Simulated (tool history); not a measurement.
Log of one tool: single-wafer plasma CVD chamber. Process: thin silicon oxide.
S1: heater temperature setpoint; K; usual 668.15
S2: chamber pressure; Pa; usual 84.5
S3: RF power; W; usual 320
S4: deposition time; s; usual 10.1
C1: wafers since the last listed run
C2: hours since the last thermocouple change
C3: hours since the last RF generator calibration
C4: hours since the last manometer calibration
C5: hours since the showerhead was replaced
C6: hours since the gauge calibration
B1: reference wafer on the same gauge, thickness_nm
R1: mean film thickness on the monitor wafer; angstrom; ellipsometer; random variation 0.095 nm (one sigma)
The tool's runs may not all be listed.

| run | hour | S1 | S2 | S3 | S4 | C1 | C2 | C3 | C4 | C5 | C6 | B1 | R1 |
|---|---|---|---|---|---|---|---|---|---|---|---|---|---|
| 1 | 0.0 | 672.15 | 84.5 | 365 | 10.1 | 0 | 1133.1 | 994.1 | 935.5 | 3534.6 | 162.5 | 17.510 | 183.88 |
| 2 | 24.1 | 672.15 | 84.5 | 365 | 10.1 | 440 | 1157.2 | 1018.2 | 959.6 | 3558.7 | 186.6 | 17.501 | 183.13 |
| 3 | 56.8 | 668.15 | 84.5 | 320 | 10.9 | 597 | 1189.9 | 1050.9 | 992.3 | 3591.4 | 219.3 | 17.490 | 184.09 |
| 4 | 90.8 | 668.15 | 84.5 | 320 | 10.9 | 621 | 1223.9 | 1084.9 | 1026.3 | 3625.4 | 253.3 | 17.488 | 184.30 |
| 5 | 120.3 | 668.15 | 84.5 | 320 | 10.9 | 538 | 1253.4 | 1114.4 | 1055.8 | 3654.9 | 282.8 | 17.503 | 182.76 |
|  | 140.2 | RF generator calibrated |
| 6 | 154.0 | 668.15 | 84.5 | 320 | 10.1 | 469 | 1287.1 | 13.8 | 1089.5 | 3688.6 | 316.5 | 17.497 | 175.23 |
|  | 178.5 | thermocouple changed; heater temperature recalibrated |
| 7 | 179.0 | 668.15 | 84.5 | 320 | 10.1 | 310 | 0.5 | 38.8 | 1114.5 | 3713.6 | 341.5 | 17.490 | 175.58 |
| 8 | 203.8 | 668.15 | 84.5 | 320 | 10.1 | 453 | 25.3 | 63.6 | 1139.3 | 3738.4 | 366.3 | 17.486 | 176.33 |
| 9 | 227.2 | 668.15 | 84.5 | 320 | 10.1 | 427 | 48.7 | 87.0 | 1162.7 | 3761.8 | 389.7 | 17.501 | 176.16 |
| 10 | 261.7 | 668.15 | 84.5 | 320 | 10.1 | 630 | 83.2 | 121.5 | 1197.2 | 3796.3 | 424.2 | 17.481 | 175.45 |
| 11 | 293.5 | 668.15 | 84.5 | 320 | 10.1 | 580 | 115.0 | 153.3 | 1229.0 | 3828.1 | 456.0 | 17.480 | 175.53 |
| 12 | 314.8 | 681.15 | 84.5 | 320 | 9.0 | 389 | 136.3 | 174.6 | 1250.3 | 3849.4 | 477.3 | 17.520 | 157.13 |
| 13 | 334.9 | 680.15 | 99.6 | 320 | 11.3 | 367 | 156.4 | 194.7 | 1270.4 | 3869.5 | 497.4 | 17.502 | 227.50 |
|  | 351.0 | showerhead replaced |
| 14 | 368.7 | 673.15 | 76.4 | 320 | 10.1 | 471 | 190.2 | 228.5 | 1304.2 | 17.7 | 531.2 | 17.505 | 159.85 |
| 15 | 388.3 | 660.15 | 99.9 | 320 | 9.4 | 358 | 209.8 | 248.1 | 1323.8 | 37.3 | 550.8 | 17.489 | 191.23 |
|  | 399.7 | gauge calibrated |
| 16 | 406.5 | 659.15 | 65.2 | 375 | 10.9 | 332 | 228.0 | 266.3 | 1342.0 | 55.5 | 6.8 | 17.474 | 161.84 |
| 17 | 424.2 | 668.15 | 63.7 | 380 | 10.1 | 323 | 245.7 | 284.0 | 1359.7 | 73.2 | 24.5 | 17.489 | 148.68 |
|  | 452.5 | capacitance manometer re-zeroed and calibrated |
| 18 | 454.1 | 682.15 | 84.5 | 320 | 10.1 | 400 | 275.6 | 313.9 | 1.6 | 103.1 | 54.4 | 17.479 | 163.79 |
| 19 | 473.7 | 658.15 | 84.5 | 295 | 10.1 | 358 | 295.2 | 333.5 | 21.2 | 122.7 | 74.0 | 17.488 | 159.31 |
| 20 | 509.6 | 668.15 | 84.5 | 320 | 10.1 | 655 | 331.1 | 369.4 | 57.1 | 158.6 | 109.9 | 17.481 | 167.48 |
| 21 | 521.7 | 655.15 | 84.5 | 320 | 10.1 | 221 | 343.2 | 381.5 | 69.2 | 170.7 | 122.0 | 17.512 | 167.56 |
| 22 | 542.6 | 657.15 | 88.8 | 320 | 10.1 | 381 | 364.1 | 402.4 | 90.1 | 191.6 | 142.9 | 17.508 | 175.20 |
| 23 | 558.8 | 664.15 | 99.2 | 320 | 11.1 | 295 | 380.3 | 418.6 | 106.3 | 207.8 | 159.1 | 17.506 | 212.47 |
| 24 | 575.1 | 677.15 | 84.5 | 320 | 10.1 | 297 | 396.6 | 434.9 | 122.6 | 224.1 | 175.4 | 17.494 | 167.96 |
| 25 | 588.3 | 653.15 | 96.7 | 320 | 8.9 | 241 | 409.8 | 448.1 | 135.8 | 237.3 | 188.6 | 17.511 | 168.12 |
| 26 | 621.9 | 668.15 | 104.5 | 320 | 10.1 | 613 | 443.4 | 481.7 | 169.4 | 270.9 | 222.2 | 17.487 | 207.74 |
| 27 | 637.1 | 668.15 | 84.5 | 320 | 10.1 | 277 | 458.6 | 496.9 | 184.6 | 286.1 | 237.4 | 17.522 | 167.97 |

Run 28 comes next. What will it give?
| 28 | 669.5 | 668.15 | 84.5 | 320 | 10.1 | 591 | 491.0 | 529.3 | 217.0 | 318.5 | 269.8 | ? | ? |

{"run 28": {"B1": 17.505, "R1": 169.02}}
Without the tool's hidden state the same run would have given R1 166.44 angstrom.

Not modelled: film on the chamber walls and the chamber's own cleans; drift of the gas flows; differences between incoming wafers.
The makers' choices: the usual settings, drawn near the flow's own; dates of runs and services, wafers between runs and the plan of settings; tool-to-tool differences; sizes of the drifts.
